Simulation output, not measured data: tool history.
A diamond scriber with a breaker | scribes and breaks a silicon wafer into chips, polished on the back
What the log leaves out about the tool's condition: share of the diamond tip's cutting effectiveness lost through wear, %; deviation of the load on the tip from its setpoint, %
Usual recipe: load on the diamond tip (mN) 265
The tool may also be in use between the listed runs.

run    hour  load on the diamond tip (mN)  wafers since the last listed run  hours since the diamond tip was replaced  hours since the load on the tip was calibrated  incoming depth of the damage left on the back of the incoming wafer, um  depth of the median crack under the scribed line (µm)  chips rejected at inspection after the break (%)
  1     0.0                           212                                 0                                      19.8                                          1614.4                                                                     0.02                                                  12.45                                              6.03
       49.7  -- load on the tip recalibrated
  2    58.5                           212                               126                                      78.3                                             8.8                                                                     0.03                                                  12.28                                              6.41
  3   146.0                           284                               196                                     165.8                                            96.3                                                                     0.05                                                  14.24                                              1.76
  4   215.3                           284                               155                                     235.1                                           165.6                                                                     0.04                                                  14.42                                              1.61
  5   282.4                           284                               150                                     302.2                                           232.7                                                                     0.03                                                  13.96                                              1.72
  6   335.8                           295                               120                                     355.6                                           286.1                                                                     0.02                                                  14.39                                              1.75
  7   415.2                           295                               178                                     435.0                                           365.5                                                                     0.05                                                  14.13                                              1.74
  8   453.6                           295                                86                                     473.4                                           403.9                                                                     0.03                                                  14.55                                              1.58
  9   512.9                           218                               133                                     532.7                                           463.2                                                                     0.04                                                  11.98                                              9.08
 10   589.3                           265                               171                                     609.1                                           539.6                                                                     0.04                                                  13.09                                              2.23
 11   647.0                           265                               129                                     666.8                                           597.3                                                                     0.03                                                  12.95                                              2.78
 12   746.4                           313                               223                                     766.2                                           696.7                                                                     0.04                                                  13.98                                              1.40
      827.5  -- diamond tip replaced by a new one, of another model than before
 13   850.0                           313                               228                                      22.5                                           800.3                                                                     0.04                                                  15.67                                              4.85
 14   900.7                           265                               113                                      73.2                                           851.0                                                                     0.01                                                  13.75                                              1.73
 15   999.8                           265                               222                                     172.3                                           950.1                                                                     0.04                                                  13.60                                              1.49
 16  1101.8                           265                               229                                     274.3                                          1052.1                                                                     0.04                                                  13.51                                              1.64
 17  1203.6                           344                               228                                     376.1                                          1153.9                                                                     0.04                                                  16.26                                              8.95
 18  1300.7                           265                               218                                     473.2                                          1251.0                                                                     0.04                                                  13.41                                              2.14
 19  1384.5                           265                               188                                     557.0                                          1334.8                                                                     0.02                                                  13.43                                              2.45
 20  1479.8                           217                               214                                     652.3                                          1430.1                                                                     0.05                                                  11.21                                             14.20
 21  1542.2                           314                               140                                     714.7                                          1492.5                                                                     0.05                                                  14.46                                              2.34
 22  1603.1                           330                               136                                     775.6                                          1553.4                                                                     0.02                                                  15.13                                              2.88
     1619.8  -- diamond tip replaced by a new one
     1657.0  -- load on the tip recalibrated
 23  1671.3                           265                               144                                      51.5                                            14.3                                                                     0.03                                                  13.80                                              1.37
 24  1770.0                           265                               221                                     150.2                                           113.0                                                                     0.01                                                  13.84                                              1.49
 25  1842.2                           265                               162                                     222.4                                           185.2                                                                     0.03                                                  13.95                                              1.61
 26  1907.6                           305                               146                                     287.8                                           250.6                                                                     0.04                                                  15.46                                              4.38
 27  2004.2                           315                               217                                     384.4                                           347.2                                                                     0.04                                                  15.46                                              5.67
 28  2078.1                           212                               166                                     458.3                                           421.1                                                                     0.01                                                  11.49                                             12.56
     2363.2  -- diamond tip replaced by a new one
 29  2389.4                           265                               695                                      26.2                                           732.4                                                                     0.03                                                  13.91                                              1.51
 30  2458.0                           245                               154                                      94.8                                           801.0                                                                     0.02                                                  13.21                                              2.71
 31  2553.0                           324                               213                                     189.8                                           896.0                                                                     0.01                                                  16.08                                              8.02
 32  2659.0                           298                               238                                     295.8                                          1002.0                                                                     0.02                                                  15.16                                              3.44
 33  2718.7                           196                               134                                     355.5                                          1061.7                                                                     0.03                                                  10.96                                             16.23
 34  2817.6                           265                               222                                     454.4                                          1160.6                                                                     0.03                                                  13.63                                              1.73
 35  2857.2                           211                                89                                     494.0                                          1200.2                                                                     0.01                                                  11.43                                             15.32
 36  2928.4                           265                               160                                     565.2                                          1271.4                                                                     0.02                                                  13.43                                              1.91
 37  3023.6                           265                               213                                     660.4                                          1366.6                                                                     0.04                                                  13.31                                              2.42
 38  3083.1                           302                               133                                     719.9                                          1426.1                                                                     0.03                                                  14.48                                              1.91
 39  3138.1                           224                               123                                     774.9                                          1481.1                                                                     0.05                                                  11.33                                             13.46
     3157.2  -- diamond tip replaced by a new one
 40  3211.5                           265                               160                                      54.3                                          1554.5                                                                     0.04                                                  13.80                                              1.49
 41  3249.5                           296                                85                                      92.3                                          1592.5                                                                     0.03                                                  14.99                                              3.73

Measured less the same run without the tool's hidden state. The same run-to-run variation is in both; the gauge's scatter may not be:
run  depth of the median crack under the scribed line (µm)  chips rejected at inspection after the break (%)
  1                                                  -0.14                                             +0.75
  2                                                  -0.15                                             +0.84
  3                                                  -0.20                                             -0.28
  4                                                  -0.25                                             -0.30
  5                                                  -0.31                                             -0.39
  6                                                  -0.38                                             -0.70
  7                                                  -0.48                                             -0.89
  8                                                  -0.57                                             -0.89
  9                                                  -0.55                                             +3.83
 10                                                  -0.76                                             +0.90
 11                                                  -0.88                                             +1.33
 12                                                  -1.23                                             -2.29
 13                                                  -0.25                                             -1.05
 14                                                  -0.23                                             +0.09
 15                                                  -0.26                                             +0.11
 16                                                  -0.34                                             +0.19
 17                                                  -0.55                                             -3.21
 18                                                  -0.59                                             +0.61
 19                                                  -0.74                                             +0.93
 20                                                  -0.79                                             +6.51
 21                                                  -1.20                                             -4.58
 22                                                  -1.46                                             -6.12
 23                                                  -0.05                                             +0.01
 24                                                  -0.08                                             +0.01
 25                                                  -0.13                                             +0.03
 26                                                  -0.20                                             -0.83
 27                                                  -0.32                                             -1.65
 28                                                  -0.33                                             +2.82
 29                                                  -0.02                                             +0.00
 30                                                  -0.02                                             +0.07
 31                                                  -0.08                                             -0.45
 32                                                  -0.16                                             -0.59
 33                                                  -0.18                                             +1.69
 34                                                  -0.35                                             +0.21
 35                                                  -0.35                                             +3.55
 36                                                  -0.54                                             +0.47
 37                                                  -0.73                                             +0.92
 38                                                  -0.96                                             -2.73
 39                                                  -0.88                                             +7.05
 40                                                  -0.01                                             +0.01
 41                                                  -0.02                                             -0.09
